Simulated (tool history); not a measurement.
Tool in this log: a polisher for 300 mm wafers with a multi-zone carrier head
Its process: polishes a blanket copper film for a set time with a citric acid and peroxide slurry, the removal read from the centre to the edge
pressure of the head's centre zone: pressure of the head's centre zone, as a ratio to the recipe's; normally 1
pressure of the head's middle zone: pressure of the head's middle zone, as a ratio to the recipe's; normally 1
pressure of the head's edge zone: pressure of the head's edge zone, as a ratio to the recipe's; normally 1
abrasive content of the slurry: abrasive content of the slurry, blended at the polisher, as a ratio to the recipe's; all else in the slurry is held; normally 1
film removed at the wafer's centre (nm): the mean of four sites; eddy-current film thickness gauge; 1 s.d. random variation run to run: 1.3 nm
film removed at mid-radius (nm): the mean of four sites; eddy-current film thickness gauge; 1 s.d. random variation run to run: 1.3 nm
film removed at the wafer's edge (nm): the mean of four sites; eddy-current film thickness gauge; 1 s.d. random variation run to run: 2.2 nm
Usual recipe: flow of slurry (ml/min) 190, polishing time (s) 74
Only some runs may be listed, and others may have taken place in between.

run,hour,flow of slurry (ml/min),pressure of the head's centre zone,pressure of the head's middle zone,pressure of the head's edge zone,abrasive content of the slurry,polishing time (s),wafers since the last listed run,wafers polished on this pad,hours since the slurry nozzle was cleaned,hours since the centre zone pressure was calibrated,hours since the edge zone pressure was calibrated,hours since the carrier head's membrane was replaced,"incoming thickness of the incoming film, nm",film removed at the wafer's centre (nm),film removed at mid-radius (nm),film removed at the wafer's edge (nm)
1,0,190,1,1,1,1,74,0,2042,431.2,99.6,688.4,914.9,1195.8,170,171.1,174.1
2,36.1,190,1,1,1,1,74,371,2413,467.3,135.7,724.5,951,1204,167.6,170.6,170.8
# hour 49.9: edge zone pressure recalibrated
# hour 67.3: carrier head's membrane replaced by a new one
3,101.1,190,1,1.06,1,1,74,597,3010,532.3,200.7,51.2,33.8,1198.4,167.5,179.7,169.8
# hour 130.2: slurry nozzle cleaned
4,147.2,190,1,1,1,1.25,74,464,3475,17,246.8,97.3,79.9,1217,183,185.9,186.8
5,230.2,190,1,1,0.92,1,74,854,4329,100,329.8,180.3,162.9,1211,175.8,178.4,171.4
6,284.5,145,0.9,1,1,1.2,92,559,4888,154.3,384.1,234.6,217.2,1207.3,194,217.3,220.3
# hour 369.4: worn pad replaced by a new one
7,447.8,190,1,1,1,1,74,1640,806,317.6,547.4,397.9,380.5,1197.5,173.4,171.2,171.1
# hour 456.4: centre zone pressure recalibrated
8,589.8,140,1.05,0.89,1,1,81,1441,2248,459.6,133.4,539.9,522.5,1186.3,182.7,159.1,185.6
9,661.3,190,1,1,1,1.25,57,736,2984,531.1,204.9,611.4,594,1212.8,134.9,135.7,135.8
10,743.3,190,1.11,1,1.09,1.2,74,844,3828,613.1,286.9,693.4,676,1202,191,173.6,181.1
# hour 796: slurry nozzle cleaned
11,796.5,190,1,1,1,0.95,74,537,4366,0.5,340.1,746.6,729.2,1207.6,174.1,174.2,179.4
12,833.4,140,1.05,0.89,1,1,81,379,4746,37.4,377,783.5,766.1,1196.2,191.1,168.4,187.8
# hour 870.9: worn pad replaced by a new one
13,886.3,190,1,1.1,1,0.7,74,503,158,90.3,429.9,836.4,819,1186.3,164.3,181.5,165
# hour 904: edge zone pressure recalibrated
# hour 926.9: carrier head's membrane replaced by a new one
14,934.7,190,1,1,1,1,74,426,584,138.7,478.3,30.7,7.8,1216.2,175.2,174.2,171.9
# hour 998.8: centre zone pressure recalibrated
15,1038.5,190,1,1,1.11,1,74,1048,1633,242.5,39.7,134.5,111.6,1190.7,171.9,175.3,186.9
16,1123.1,125,0.95,1.04,1.06,1,74,871,2504,327.1,124.3,219.1,196.2,1201,146.1,166.2,169.6
17,1218.9,170,1,1.11,1.05,1,74,986,3490,422.9,220.1,314.9,292,1180.2,166.1,182.3,169.3
# hour 1344.7: slurry nozzle cleaned
# hour 1376.7: worn pad replaced by a new one
18,1380.8,190,1,1,1,1,97,1615,42,36.1,382,476.8,453.9,1183.3,231.3,234.5,231.3
19,1473.1,190,1,1.03,1,1,74,950,992,128.4,474.3,569.1,546.2,1191.5,174.6,180.4,176.7
# hour 1529.1: centre zone pressure recalibrated
20,1577,190,1,1,0.95,1,99,1049,2041,232.3,47.9,673,650.1,1210.2,232.2,236.2,231.3

Hidden state or all else? Some run-to-run changes of film removed at the wafer's centre (nm), split into what the settings, what came in and random variation would give without the hidden state, and what is left for the hidden state (with any gauge scatter that isn't in both results):
Hidden state at play: removal rate lost through wear of the pad, %; slurry flow missing at the pad, %; deviation of the centre zone's pressure from its setpoint, %; deviation of the edge zone's pressure from its setpoint, %.
Run 3 -> 4: pressure of the head's middle zone 1.06 -> 1, abrasive content of the slurry 1 -> 1.25, slurry nozzle cleaned. film removed at the wafer's centre (nm) +15.5: hidden state +10.8, all else +4.7.
Run 10 -> 11: pressure of the head's centre zone 1.11 -> 1, pressure of the head's edge zone 1.09 -> 1, abrasive content of the slurry 1.2 -> 0.95, slurry nozzle cleaned. film removed at the wafer's centre (nm) -16.9: hidden state +12.4, all else -29.3.
Run 17 -> 18: flow of slurry (ml/min) 170 -> 190, pressure of the head's middle zone 1.11 -> 1, pressure of the head's edge zone 1.05 -> 1, polishing time (s) 74 -> 97, slurry nozzle cleaned, worn pad replaced by a new one. film removed at the wafer's centre (nm) +65.2: hidden state +8.3, all else +56.9.
Run 19 -> 20: pressure of the head's middle zone 1.03 -> 1, pressure of the head's edge zone 1 -> 0.95, polishing time (s) 74 -> 99, centre zone pressure recalibrated. film removed at the wafer's centre (nm) +57.6: hidden state -3.3, all else +60.9.

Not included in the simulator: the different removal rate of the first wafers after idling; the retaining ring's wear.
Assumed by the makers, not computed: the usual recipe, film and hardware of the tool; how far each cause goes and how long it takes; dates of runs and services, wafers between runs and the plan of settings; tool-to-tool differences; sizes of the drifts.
